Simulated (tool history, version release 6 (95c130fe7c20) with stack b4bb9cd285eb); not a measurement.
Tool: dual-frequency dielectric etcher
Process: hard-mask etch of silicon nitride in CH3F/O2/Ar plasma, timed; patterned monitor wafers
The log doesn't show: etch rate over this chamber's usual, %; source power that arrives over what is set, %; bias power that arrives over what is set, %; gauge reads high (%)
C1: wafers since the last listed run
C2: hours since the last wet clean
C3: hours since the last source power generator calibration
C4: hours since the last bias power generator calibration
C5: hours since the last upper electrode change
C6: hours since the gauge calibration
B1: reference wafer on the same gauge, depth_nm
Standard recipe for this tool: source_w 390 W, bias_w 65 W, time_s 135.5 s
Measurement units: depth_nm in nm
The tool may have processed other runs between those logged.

{"run": 1, "hour": 0.0, "source_w": 390, "bias_w": 65, "time_s": 154.5, "C1": 0, "C2": 318.1, "C3": 2206.7, "C4": 4437.8, "C5": 4122.4, "C6": 884.1, "B1": 104.4, "depth_nm": 113.5}
{"run": 2, "hour": 96.1, "source_w": 390, "bias_w": 65, "time_s": 154.5, "C1": 1060, "C2": 414.2, "C3": 2302.8, "C4": 4533.9, "C5": 4218.5, "C6": 980.2, "B1": 104.4, "depth_nm": 114.9}
{"run": 3, "hour": 169.4, "source_w": 390, "bias_w": 65, "time_s": 135.5, "C1": 808, "C2": 487.5, "C3": 2376.1, "C4": 4607.2, "C5": 4291.8, "C6": 1053.5, "B1": 104.5, "depth_nm": 99.7}
{"run": 4, "hour": 268.1, "source_w": 390, "bias_w": 65, "time_s": 135.5, "C1": 1089, "C2": 586.2, "C3": 2474.8, "C4": 4705.9, "C5": 4390.5, "C6": 1152.2, "B1": 104.4, "depth_nm": 99.6}
{"hour": 304.6, "done": "wet clean of the chamber"}
{"run": 5, "hour": 322.4, "source_w": 390, "bias_w": 65, "time_s": 135.5, "C1": 334, "C2": 17.8, "C3": 2529.1, "C4": 4760.2, "C5": 4444.8, "C6": 1206.5, "B1": 104.4, "depth_nm": 99.8}
{"run": 6, "hour": 398.7, "source_w": 390, "bias_w": 65, "time_s": 135.5, "C1": 841, "C2": 94.1, "C3": 2605.4, "C4": 4836.5, "C5": 4521.1, "C6": 1282.8, "B1": 104.4, "depth_nm": 98.7}
{"hour": 439.7, "done": "bias power generator calibrated"}
{"run": 7, "hour": 447.1, "source_w": 390, "bias_w": 65, "time_s": 135.5, "C1": 489, "C2": 142.5, "C3": 2653.8, "C4": 7.4, "C5": 4569.5, "C6": 1331.2, "B1": 104.3, "depth_nm": 99.4}
{"run": 8, "hour": 530.1, "source_w": 390, "bias_w": 65, "time_s": 135.5, "C1": 915, "C2": 225.5, "C3": 2736.8, "C4": 90.4, "C5": 4652.5, "C6": 1414.2, "B1": 104.4, "depth_nm": 99.2}
{"run": 9, "hour": 606.1, "source_w": 390, "bias_w": 65, "time_s": 135.5, "C1": 838, "C2": 301.5, "C3": 2812.8, "C4": 166.4, "C5": 4728.5, "C6": 1490.2, "B1": 104.4, "depth_nm": 99.6}
{"run": 10, "hour": 690.1, "source_w": 390, "bias_w": 65, "time_s": 135.5, "C1": 926, "C2": 385.5, "C3": 2896.8, "C4": 250.4, "C5": 4812.5, "C6": 1574.2, "B1": 104.4, "depth_nm": 100.4}
{"run": 11, "hour": 777.7, "source_w": 390, "bias_w": 65, "time_s": 135.5, "C1": 966, "C2": 473.1, "C3": 2984.4, "C4": 338.0, "C5": 4900.1, "C6": 1661.8, "B1": 104.3, "depth_nm": 100.1}
{"hour": 805.1, "done": "wet clean of the chamber"}
{"run": 12, "hour": 830.0, "source_w": 390, "bias_w": 65, "time_s": 135.5, "C1": 312, "C2": 24.9, "C3": 3036.7, "C4": 390.3, "C5": 4952.4, "C6": 1714.1, "B1": 104.4, "depth_nm": 99.5}
{"run": 13, "hour": 869.3, "source_w": 440, "bias_w": 80, "time_s": 135.5, "C1": 433, "C2": 64.2, "C3": 3076.0, "C4": 429.6, "C5": 4991.7, "C6": 1753.4, "B1": 104.5, "depth_nm": 111.0}
{"run": 14, "hour": 954.0, "source_w": 420, "bias_w": 75, "time_s": 171.0, "C1": 934, "C2": 148.9, "C3": 3160.7, "C4": 514.3, "C5": 5076.4, "C6": 1838.1, "B1": 104.4, "depth_nm": 133.8}
{"run": 15, "hour": 1056.6, "source_w": 340, "bias_w": 59, "time_s": 170.5, "C1": 1132, "C2": 251.5, "C3": 3263.3, "C4": 616.9, "C5": 5179.0, "C6": 1940.7, "B1": 104.5, "depth_nm": 116.3}
{"hour": 1146.8, "done": "gauge calibrated"}
{"run": 16, "hour": 1154.1, "source_w": 360, "bias_w": 76, "time_s": 150.0, "C1": 1075, "C2": 349.0, "C3": 3360.8, "C4": 714.4, "C5": 5276.5, "C6": 7.3, "B1": 104.4, "depth_nm": 111.1}
{"run": 17, "hour": 1203.4, "source_w": 440, "bias_w": 78, "time_s": 162.0, "C1": 544, "C2": 398.3, "C3": 3410.1, "C4": 763.7, "C5": 5325.8, "C6": 56.6, "B1": 104.4, "depth_nm": 131.2}
{"run": 18, "hour": 1300.6, "source_w": 320, "bias_w": 65, "time_s": 147.0, "C1": 1072, "C2": 495.5, "C3": 3507.3, "C4": 860.9, "C5": 5423.0, "C6": 153.8, "B1": 104.4, "depth_nm": 99.4}
{"run": 19, "hour": 1355.7, "source_w": 460, "bias_w": 57, "time_s": 125.0, "C1": 608, "C2": 550.6, "C3": 3562.4, "C4": 916.0, "C5": 5478.1, "C6": 208.9, "B1": 104.4, "depth_nm": 96.0}
{"hour": 1411.2, "done": "wet clean of the chamber"}
{"run": 20, "hour": 1411.7, "source_w": 390, "bias_w": 69, "time_s": 162.0, "C1": 353, "C2": 0.5, "C3": 3618.4, "C4": 972.0, "C5": 5534.1, "C6": 264.9, "B1": 104.4, "depth_nm": 121.3}
{"run": 21, "hour": 1452.9, "source_w": 390, "bias_w": 65, "time_s": 135.5, "C1": 454, "C2": 41.7, "C3": 3659.6, "C4": 1013.2, "C5": 5575.3, "C6": 306.1, "B1": 104.4, "depth_nm": 100.0}
{"hour": 1462.1, "done": "source power generator calibrated"}
{"hour": 1490.9, "done": "upper electrode replaced"}
{"run": 22, "hour": 1518.3, "source_w": 430, "bias_w": 65, "time_s": 135.5, "C1": 412, "C2": 107.1, "C3": 56.2, "C4": 1078.6, "C5": 27.4, "C6": 371.5, "B1": 104.3, "depth_nm": 104.3}
{"run": 23, "hour": 1618.4, "source_w": 480, "bias_w": 65, "time_s": 121.0, "C1": 1104, "C2": 207.2, "C3": 156.3, "C4": 1178.7, "C5": 127.5, "C6": 471.6, "B1": 104.4, "depth_nm": 97.3}
{"run": 24, "hour": 1657.6, "source_w": 450, "bias_w": 50, "time_s": 166.5, "C1": 432, "C2": 246.4, "C3": 195.5, "C4": 1217.9, "C5": 166.7, "C6": 510.8, "B1": 104.4, "depth_nm": 122.2}
{"run": 25, "hour": 1762.4, "source_w": 330, "bias_w": 77, "time_s": 147.5, "C1": 1156, "C2": 351.2, "C3": 300.3, "C4": 1322.7, "C5": 271.5, "C6": 615.6, "B1": 104.4, "depth_nm": 105.6}
{"run": 26, "hour": 1851.1, "source_w": 310, "bias_w": 51, "time_s": 115.5, "C1": 978, "C2": 439.9, "C3": 389.0, "C4": 1411.4, "C5": 360.2, "C6": 704.3, "B1": 104.4, "depth_nm": 73.1}
{"run": 27, "hour": 1933.3, "source_w": 420, "bias_w": 73, "time_s": 151.5, "C1": 907, "C2": 522.1, "C3": 471.2, "C4": 1493.6, "C5": 442.4, "C6": 786.5, "B1": 104.4, "depth_nm": 117.8}
{"hour": 1983.3, "done": "wet clean of the chamber"}
{"run": 28, "hour": 2023.5, "source_w": 390, "bias_w": 65, "time_s": 135.5, "C1": 730, "C2": 40.2, "C3": 561.4, "C4": 1583.8, "C5": 532.6, "C6": 876.7, "B1": 104.4, "depth_nm": 99.8}
{"run": 29, "hour": 2086.3, "source_w": 390, "bias_w": 65, "time_s": 135.5, "C1": 692, "C2": 103.0, "C3": 624.2, "C4": 1646.6, "C5": 595.4, "C6": 939.5, "B1": 104.4, "depth_nm": 99.7}
{"run": 30, "hour": 2177.2, "source_w": 390, "bias_w": 71, "time_s": 122.0, "C1": 1003, "C2": 193.9, "C3": 715.1, "C4": 1737.5, "C5": 686.3, "C6": 1030.4, "B1": 104.5, "depth_nm": 91.4}

Take each entry between the runs: how does the hidden state at the last listed run before it differ from the hidden state at the first listed run after it?
In the gap between runs 4 and 5: wet clean of the chamber (hour 304.6)
  the hidden state is the same at both runs
In the gap between runs 6 and 7: bias power generator calibrated (hour 439.7)
  the hidden state is the same at both runs
In the gap between runs 11 and 12: wet clean of the chamber (hour 805.1)
  the hidden state is the same at both runs
In the gap between runs 15 and 16: gauge calibrated (hour 1146.8)
  the hidden state is the same at both runs
In the gap between runs 19 and 20: wet clean of the chamber (hour 1411.2)
  the hidden state is the same at both runs
In the gap between runs 21 and 22: source power generator calibrated (hour 1462.1); upper electrode replaced (hour 1490.9)
  the hidden state is the same at both runs
In the gap between runs 27 and 28: wet clean of the chamber (hour 1983.3)
  the hidden state is the same at both runs

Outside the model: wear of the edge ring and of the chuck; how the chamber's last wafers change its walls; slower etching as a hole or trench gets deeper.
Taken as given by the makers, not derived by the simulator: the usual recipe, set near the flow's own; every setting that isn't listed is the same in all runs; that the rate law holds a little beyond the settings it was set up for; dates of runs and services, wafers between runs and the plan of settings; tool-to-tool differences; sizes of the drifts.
